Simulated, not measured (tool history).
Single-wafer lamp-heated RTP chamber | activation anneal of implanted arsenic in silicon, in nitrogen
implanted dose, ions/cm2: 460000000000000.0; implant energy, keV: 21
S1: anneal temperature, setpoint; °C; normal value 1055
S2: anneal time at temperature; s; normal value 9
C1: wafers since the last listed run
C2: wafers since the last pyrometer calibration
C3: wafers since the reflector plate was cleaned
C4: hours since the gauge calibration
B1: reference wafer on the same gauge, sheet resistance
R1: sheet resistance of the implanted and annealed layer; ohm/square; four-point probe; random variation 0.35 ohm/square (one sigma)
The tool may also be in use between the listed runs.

{"run": 1, "day": 0.0, "S1": 1034, "S2": 8, "C1": 0, "C2": 3070, "C3": 7216, "C4": 320.6, "B1": 257.1, "R1": 221.33}
{"run": 2, "day": 0.642, "S1": 1034, "S2": 8, "C1": 248, "C2": 3319, "C3": 7465, "C4": 336, "B1": 257.02, "R1": 221.88}
{"run": 3, "day": 1.2, "S1": 1055, "S2": 5, "C1": 216, "C2": 3536, "C3": 7682, "C4": 349.4, "B1": 256.92, "R1": 221.55}
{"day": 1.562, "done": "reflector plate cleaned"}
{"run": 4, "day": 2.342, "S1": 1055, "S2": 5, "C1": 313, "C2": 3850, "C3": 302, "C4": 376.8, "B1": 257.06, "R1": 222.15}
{"run": 5, "day": 3.1, "S1": 1055, "S2": 5, "C1": 294, "C2": 4144, "C3": 596, "C4": 395, "B1": 256.89, "R1": 222.49}
{"day": 4.358, "done": "pyrometer window cleaned and pyrometer calibrated"}
{"run": 6, "day": 4.458, "S1": 1055, "S2": 13, "C1": 397, "C2": 39, "C3": 994, "C4": 427.6, "B1": 257.07, "R1": 215.97}
{"run": 7, "day": 5.875, "S1": 1055, "S2": 13, "C1": 549, "C2": 588, "C3": 1543, "C4": 461.6, "B1": 256.98, "R1": 216.3}
{"run": 8, "day": 6.642, "S1": 1055, "S2": 9, "C1": 297, "C2": 886, "C3": 1841, "C4": 480, "B1": 256.97, "R1": 219.15}
{"run": 9, "day": 7.821, "S1": 1055, "S2": 9, "C1": 457, "C2": 1343, "C3": 2298, "C4": 508.3, "B1": 256.98, "R1": 218.84}
{"run": 10, "day": 8.842, "S1": 1055, "S2": 9, "C1": 396, "C2": 1740, "C3": 2695, "C4": 532.8, "B1": 257.03, "R1": 219.02}
{"run": 11, "day": 9.667, "S1": 1055, "S2": 9, "C1": 320, "C2": 2060, "C3": 3015, "C4": 552.6, "B1": 257.06, "R1": 218.5}
{"run": 12, "day": 11.067, "S1": 1055, "S2": 9, "C1": 543, "C2": 2603, "C3": 3558, "C4": 586.2, "B1": 257.02, "R1": 218.61}
{"run": 13, "day": 12.046, "S1": 1055, "S2": 9, "C1": 379, "C2": 2983, "C3": 3938, "C4": 609.7, "B1": 256.89, "R1": 218.41}
{"run": 14, "day": 13.175, "S1": 1055, "S2": 9, "C1": 438, "C2": 3421, "C3": 4376, "C4": 636.8, "B1": 257.11, "R1": 217.91}
{"day": 13.967, "done": "pyrometer window cleaned and pyrometer calibrated"}
{"run": 15, "day": 14.208, "S1": 1055, "S2": 9, "C1": 271, "C2": 94, "C3": 4647, "C4": 661.6, "B1": 256.98, "R1": 218.28}
{"run": 16, "day": 15.338, "S1": 1055, "S2": 9, "C1": 438, "C2": 532, "C3": 5086, "C4": 688.7, "B1": 257.03, "R1": 218.62}
{"run": 17, "day": 16.638, "S1": 1055, "S2": 8, "C1": 504, "C2": 1036, "C3": 5590, "C4": 719.9, "B1": 257.03, "R1": 218.77}
{"run": 18, "day": 17.929, "S1": 1083, "S2": 12, "C1": 501, "C2": 1538, "C3": 6091, "C4": 750.9, "B1": 256.89, "R1": 212.21}

Expected results for the next run?
{"run": 19, "day": 18.604, "S1": 1034, "S2": 8, "C1": 261, "C2": 1799, "C3": 6353, "C4": 767.1, "B1": "?", "R1": "?"}

{"run 19": {"B1": 256.98, "R1": 221.89}}
Without the tool's hidden state the same run would have given R1 222.73 ohm/square.

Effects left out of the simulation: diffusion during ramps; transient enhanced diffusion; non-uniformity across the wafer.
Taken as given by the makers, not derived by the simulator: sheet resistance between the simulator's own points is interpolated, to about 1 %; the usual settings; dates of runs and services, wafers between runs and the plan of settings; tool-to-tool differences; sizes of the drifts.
